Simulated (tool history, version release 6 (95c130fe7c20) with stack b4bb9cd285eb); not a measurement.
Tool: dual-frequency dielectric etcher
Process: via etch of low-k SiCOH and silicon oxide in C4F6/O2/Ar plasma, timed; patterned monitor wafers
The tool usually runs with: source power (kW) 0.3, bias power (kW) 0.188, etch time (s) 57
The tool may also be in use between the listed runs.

run	hour	source power (kW)	bias power (kW)	etch time (s)	read-back reference wafer on the same gauge, depth_nm	mean etch depth across the wafer (angstrom)
1	0	0.3	0.188	70.5	165.1	1819
2	38.5	0.28	0.188	66.5	165.3	1694
3	92.5	0.3	0.188	57	164.7	1483
4	159.3	0.3	0.221	57	165	1574
5	214.5	0.3	0.165	46	164.9	1143
6	272.3	0.3	0.165	46	165.1	1152
# hour 305.3: bias power generator calibrated
7	305.8	0.25	0.2	57	165.1	1463
# hour 342.1: gauge calibrated
8	352	0.23	0.188	63	165.1	1544
9	397.8	0.3	0.188	57	165	1500
# hour 442.6: wet clean of the chamber
10	443.1	0.27	0.16	46.5	165	1120
11	488.3	0.24	0.226	45.5	164.9	1193
12	533.2	0.23	0.154	62.5	165.1	1429
13	579	0.3	0.188	70.5	165	1844
# hour 596.2: source power generator calibrated
14	637.3	0.38	0.205	48.5	165.1	1407
15	680.7	0.23	0.155	62	165.1	1427
16	725.1	0.27	0.16	47.5	165	1147
17	756.2	0.35	0.232	57	165.2	1678
18	800	0.26	0.207	48	165.1	1244
19	867.8	0.3	0.188	57	164.9	1503
# hour 953.3: upper electrode replaced
20	953.8	0.28	0.188	47.5	165	1238
21	1000.4	0.37	0.151	71.5	164.9	1872
22	1049.6	0.3	0.188	57	164.9	1503
# hour 1079.9: wet clean of the chamber
23	1107.5	0.23	0.188	57	165	1385
24	1179	0.3	0.188	65.5	165	1701
25	1268.5	0.25	0.16	57	165	1336
26	1330.5	0.3	0.188	57	164.9	1486
27	1387.3	0.35	0.218	62	164.9	1771
28	1421.5	0.3	0.188	50.5	164.7	1326
29	1456.6	0.35	0.188	51.5	165	1412

How would selected steps in mean etch depth across the wafer (angstrom) from run to run divide? Give the signed amount a tool lacking its hidden state would still show from settings, what came in and random variation, and the signed amount left for the hidden state, including any gauge scatter that is not in both of the compared results.
What the log doesn't record here: etch rate over this chamber's usual, %; source power that arrives over what is set, %; bias power that arrives over what is set, %; gauge reads high (%).
Run 9 -> 10: source power (kW) 0.3 -> 0.27, bias power (kW) 0.188 -> 0.16, etch time (s) 57 -> 46.5, wet clean of the chamber. mean etch depth across the wafer (angstrom) -380: hidden state -22, all else -358.
Run 16 -> 17: source power (kW) 0.27 -> 0.35, bias power (kW) 0.16 -> 0.232, etch time (s) 47.5 -> 57. mean etch depth across the wafer (angstrom) +531: hidden state +2, all else +529.
Run 20 -> 21: source power (kW) 0.28 -> 0.37, bias power (kW) 0.188 -> 0.151, etch time (s) 47.5 -> 71.5. mean etch depth across the wafer (angstrom) +634: hidden state +8, all else +626.
Run 22 -> 23: source power (kW) 0.3 -> 0.23, wet clean of the chamber. mean etch depth across the wafer (angstrom) -118: hidden state -24, all else -94.
